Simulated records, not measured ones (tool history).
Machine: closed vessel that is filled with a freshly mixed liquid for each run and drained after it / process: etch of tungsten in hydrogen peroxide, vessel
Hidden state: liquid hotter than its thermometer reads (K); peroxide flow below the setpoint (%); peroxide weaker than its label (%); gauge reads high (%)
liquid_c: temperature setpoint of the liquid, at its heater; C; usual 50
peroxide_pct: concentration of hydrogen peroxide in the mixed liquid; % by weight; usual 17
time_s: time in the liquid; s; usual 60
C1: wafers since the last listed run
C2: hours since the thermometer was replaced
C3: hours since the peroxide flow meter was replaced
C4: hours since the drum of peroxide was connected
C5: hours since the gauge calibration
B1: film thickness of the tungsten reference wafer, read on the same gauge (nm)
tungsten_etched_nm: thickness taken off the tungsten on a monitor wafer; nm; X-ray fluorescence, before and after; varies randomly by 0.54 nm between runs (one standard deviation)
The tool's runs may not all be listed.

{"run": 1, "hour": 0.0, "liquid_c": 50, "peroxide_pct": 17, "time_s": 60, "C1": 0, "C2": 882.4, "C3": 28, "C4": 283.2, "C5": 2509.3, "B1": 40.02, "tungsten_etched_nm": 89.38}
{"run": 2, "hour": 46.1, "liquid_c": 50, "peroxide_pct": 17, "time_s": 60, "C1": 6364, "C2": 928.5, "C3": 74.1, "C4": 329.3, "C5": 2555.4, "B1": 39.97, "tungsten_etched_nm": 87.97}
{"hour": 105.3, "done": "gauge calibrated"}
{"run": 3, "hour": 123.1, "liquid_c": 50, "peroxide_pct": 17, "time_s": 60, "C1": 10629, "C2": 1005.5, "C3": 151.1, "C4": 406.3, "C5": 17.8, "B1": 39.98, "tungsten_etched_nm": 88.91}
{"run": 4, "hour": 226.9, "liquid_c": 50, "peroxide_pct": 17, "time_s": 60, "C1": 14329, "C2": 1109.3, "C3": 254.9, "C4": 510.1, "C5": 121.6, "B1": 39.99, "tungsten_etched_nm": 88.57}
{"run": 5, "hour": 313.2, "liquid_c": 50, "peroxide_pct": 17, "time_s": 60, "C1": 11913, "C2": 1195.6, "C3": 341.2, "C4": 596.4, "C5": 207.9, "B1": 40, "tungsten_etched_nm": 89.31}
{"run": 6, "hour": 410.2, "liquid_c": 40.5, "peroxide_pct": 17, "time_s": 30, "C1": 13390, "C2": 1292.6, "C3": 438.2, "C4": 693.4, "C5": 304.9, "B1": 39.99, "tungsten_etched_nm": 24.55}
{"run": 7, "hour": 458.2, "liquid_c": 42.5, "peroxide_pct": 19, "time_s": 60, "C1": 6626, "C2": 1340.6, "C3": 486.2, "C4": 741.4, "C5": 352.9, "B1": 39.99, "tungsten_etched_nm": 59.07}
{"hour": 472.0, "done": "new drum of peroxide connected"}
{"run": 8, "hour": 519.9, "liquid_c": 52.5, "peroxide_pct": 14.5, "time_s": 90, "C1": 8379, "C2": 1402.3, "C3": 547.9, "C4": 47.9, "C5": 414.6, "B1": 39.99, "tungsten_etched_nm": 144.73}
{"run": 9, "hour": 576.6, "liquid_c": 50, "peroxide_pct": 14, "time_s": 90, "C1": 7827, "C2": 1459, "C3": 604.6, "C4": 104.6, "C5": 471.3, "B1": 40.02, "tungsten_etched_nm": 122.81}
{"run": 10, "hour": 669.2, "liquid_c": 53.5, "peroxide_pct": 13, "time_s": 35, "C1": 12783, "C2": 1551.6, "C3": 697.2, "C4": 197.2, "C5": 563.9, "B1": 40, "tungsten_etched_nm": 56.54}
{"hour": 733.4, "done": "thermometer replaced"}
{"run": 11, "hour": 767.7, "liquid_c": 50, "peroxide_pct": 18.5, "time_s": 90, "C1": 13459, "C2": 34.3, "C3": 795.7, "C4": 295.7, "C5": 662.4, "B1": 40.02, "tungsten_etched_nm": 137.07}
{"run": 12, "hour": 866.9, "liquid_c": 50, "peroxide_pct": 17, "time_s": 60, "C1": 13694, "C2": 133.5, "C3": 894.9, "C4": 394.9, "C5": 761.6, "B1": 39.98, "tungsten_etched_nm": 86.51}
{"run": 13, "hour": 912.3, "liquid_c": 46.5, "peroxide_pct": 22, "time_s": 30, "C1": 6267, "C2": 178.9, "C3": 940.3, "C4": 440.3, "C5": 807, "B1": 39.99, "tungsten_etched_nm": 39.84}
{"run": 14, "hour": 957.4, "liquid_c": 42.5, "peroxide_pct": 17, "time_s": 80, "C1": 6225, "C2": 224, "C3": 985.4, "C4": 485.4, "C5": 852.1, "B1": 39.99, "tungsten_etched_nm": 73.48}
{"run": 15, "hour": 1002.8, "liquid_c": 42.5, "peroxide_pct": 13, "time_s": 60, "C1": 6267, "C2": 269.4, "C3": 1030.8, "C4": 530.8, "C5": 897.5, "B1": 40.01, "tungsten_etched_nm": 47.53}
{"run": 16, "hour": 1073.7, "liquid_c": 50, "peroxide_pct": 19, "time_s": 95, "C1": 9787, "C2": 340.3, "C3": 1101.7, "C4": 601.7, "C5": 968.4, "B1": 39.98, "tungsten_etched_nm": 146.06}
{"hour": 1094.5, "done": "new drum of peroxide connected"}
{"run": 17, "hour": 1128.2, "liquid_c": 50, "peroxide_pct": 17, "time_s": 60, "C1": 7385, "C2": 394.8, "C3": 1156.2, "C4": 33.7, "C5": 1022.9, "B1": 40.02, "tungsten_etched_nm": 88.45}
{"run": 18, "hour": 1208.0, "liquid_c": 42.5, "peroxide_pct": 15.5, "time_s": 50, "C1": 11016, "C2": 474.6, "C3": 1236, "C4": 113.5, "C5": 1102.7, "B1": 39.97, "tungsten_etched_nm": 43.91}
{"run": 19, "hour": 1250.7, "liquid_c": 50, "peroxide_pct": 17, "time_s": 60, "C1": 5894, "C2": 517.3, "C3": 1278.7, "C4": 156.2, "C5": 1145.4, "B1": 39.98, "tungsten_etched_nm": 88.05}
{"run": 20, "hour": 1345.9, "liquid_c": 50, "peroxide_pct": 17, "time_s": 60, "C1": 13142, "C2": 612.5, "C3": 1373.9, "C4": 251.4, "C5": 1240.6, "B1": 40, "tungsten_etched_nm": 88.26}
{"run": 21, "hour": 1435.1, "liquid_c": 50, "peroxide_pct": 19, "time_s": 60, "C1": 12313, "C2": 701.7, "C3": 1463.1, "C4": 340.6, "C5": 1329.8, "B1": 40.03, "tungsten_etched_nm": 94.17}
{"run": 22, "hour": 1527.2, "liquid_c": 43.5, "peroxide_pct": 21.5, "time_s": 45, "C1": 12714, "C2": 793.8, "C3": 1555.2, "C4": 432.7, "C5": 1421.9, "B1": 40, "tungsten_etched_nm": 50.44}
{"run": 23, "hour": 1582.2, "liquid_c": 54, "peroxide_pct": 13, "time_s": 45, "C1": 7592, "C2": 848.8, "C3": 1610.2, "C4": 487.7, "C5": 1476.9, "B1": 40.01, "tungsten_etched_nm": 74.55}
{"run": 24, "hour": 1660.6, "liquid_c": 58.5, "peroxide_pct": 12.5, "time_s": 45, "C1": 10823, "C2": 927.2, "C3": 1688.6, "C4": 566.1, "C5": 1555.3, "B1": 40.01, "tungsten_etched_nm": 94.86}
{"run": 25, "hour": 1744.2, "liquid_c": 57, "peroxide_pct": 19.5, "time_s": 70, "C1": 11540, "C2": 1010.8, "C3": 1772.2, "C4": 649.7, "C5": 1638.9, "B1": 40, "tungsten_etched_nm": 167.79}
{"hour": 1777.2, "done": "new drum of peroxide connected"}
{"run": 26, "hour": 1836.6, "liquid_c": 56.5, "peroxide_pct": 21.5, "time_s": 30, "C1": 12617, "C2": 1103.2, "C3": 1864.6, "C4": 59.4, "C5": 1731.3, "B1": 40.01, "tungsten_etched_nm": 74.03}

Forecast run 27:
{"run": 27, "hour": 1892.0, "liquid_c": 50, "peroxide_pct": 17, "time_s": 60, "C1": 7647, "C2": 1158.6, "C3": 1920, "C4": 114.8, "C5": 1786.7, "B1": "?", "tungsten_etched_nm": "?"}

Run 27 measured B1 40.03, tungsten_etched_nm 89.64 nm.
Minus the tool's unlogged condition, the same run would have read tungsten_etched_nm 86.73 nm.
